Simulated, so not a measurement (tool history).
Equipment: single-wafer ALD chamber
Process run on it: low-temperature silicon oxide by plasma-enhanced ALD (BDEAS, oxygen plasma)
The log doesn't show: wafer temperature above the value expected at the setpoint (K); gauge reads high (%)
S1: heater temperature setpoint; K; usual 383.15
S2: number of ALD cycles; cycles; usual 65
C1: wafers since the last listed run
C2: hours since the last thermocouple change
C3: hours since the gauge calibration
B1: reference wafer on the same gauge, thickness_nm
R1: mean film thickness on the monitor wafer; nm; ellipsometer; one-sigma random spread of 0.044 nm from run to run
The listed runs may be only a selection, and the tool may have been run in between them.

Run 1, hour 0.0: usual settings; C1 0; C2 1007.1; C3 415.0; B1 9.399. Result: R1 8.575 nm.
Run 2, hour 44.5: usual settings; C1 235; C2 1051.6; C3 459.5; B1 9.388. Result: R1 8.548 nm.
Run 3, hour 100.0: usual settings; C1 294; C2 1107.1; C3 515.0; B1 9.400. Result: R1 8.577 nm.
Run 4, hour 128.1: usual settings but S1 394.15 K, S2 70 cycles; C1 148; C2 1135.2; C3 543.1; B1 9.394. Result: R1 9.084 nm.
Run 5, hour 332.4: usual settings but S1 394.15 K, S2 70 cycles; C1 1082; C2 1339.5; C3 747.4; B1 9.396. Result: R1 9.041 nm.
Run 6, hour 372.3: usual settings; C1 211; C2 1379.4; C3 787.3; B1 9.395. Result: R1 8.482 nm.
Run 7, hour 412.7: usual settings; C1 214; C2 1419.8; C3 827.7; B1 9.407. Result: R1 8.471 nm.
At hour 515.4: thermocouple changed; heater temperature recalibrated.
Run 8, hour 523.0: usual settings but S1 389.15 K, S2 71 cycles; C1 542; C2 7.6; C3 938.0; B1 9.394. Result: R1 9.271 nm.
Run 9, hour 568.0: usual settings but S1 389.15 K, S2 75 cycles; C1 238; C2 52.6; C3 983.0; B1 9.391. Result: R1 9.724 nm.
Run 10, hour 621.1: usual settings; C1 281; C2 105.7; C3 1036.1; B1 9.394. Result: R1 8.566 nm.
Run 11, hour 793.8: usual settings but S1 377.15 K; C1 915; C2 278.4; C3 1208.8; B1 9.393. Result: R1 8.615 nm.
At hour 809.9: gauge calibrated.
Run 12, hour 846.0: usual settings; C1 276; C2 330.6; C3 36.1; B1 9.397. Result: R1 8.547 nm.
Run 13, hour 877.2: usual settings but S1 389.15 K, S2 56 cycles; C1 165; C2 361.8; C3 67.3; B1 9.397. Result: R1 7.314 nm.
Run 14, hour 912.7: usual settings but S1 371.15 K, S2 73 cycles; C1 188; C2 397.3; C3 102.8; B1 9.398. Result: R1 9.815 nm.
Run 15, hour 977.7: usual settings but S1 371.15 K, S2 68 cycles; C1 344; C2 462.3; C3 167.8; B1 9.404. Result: R1 9.069 nm.
Run 16, hour 1022.9: usual settings but S2 53 cycles; C1 239; C2 507.5; C3 213.0; B1 9.398. Result: R1 6.980 nm.

Entry by entry between the runs, the difference in hidden state between the last listed run before and the first listed run after:
From run 7 to run 8: thermocouple changed; heater temperature recalibrated (hour 515.4)
  the hidden state is the same at both runs
From run 11 to run 12: gauge calibrated (hour 809.9)
  the hidden state is the same at both runs

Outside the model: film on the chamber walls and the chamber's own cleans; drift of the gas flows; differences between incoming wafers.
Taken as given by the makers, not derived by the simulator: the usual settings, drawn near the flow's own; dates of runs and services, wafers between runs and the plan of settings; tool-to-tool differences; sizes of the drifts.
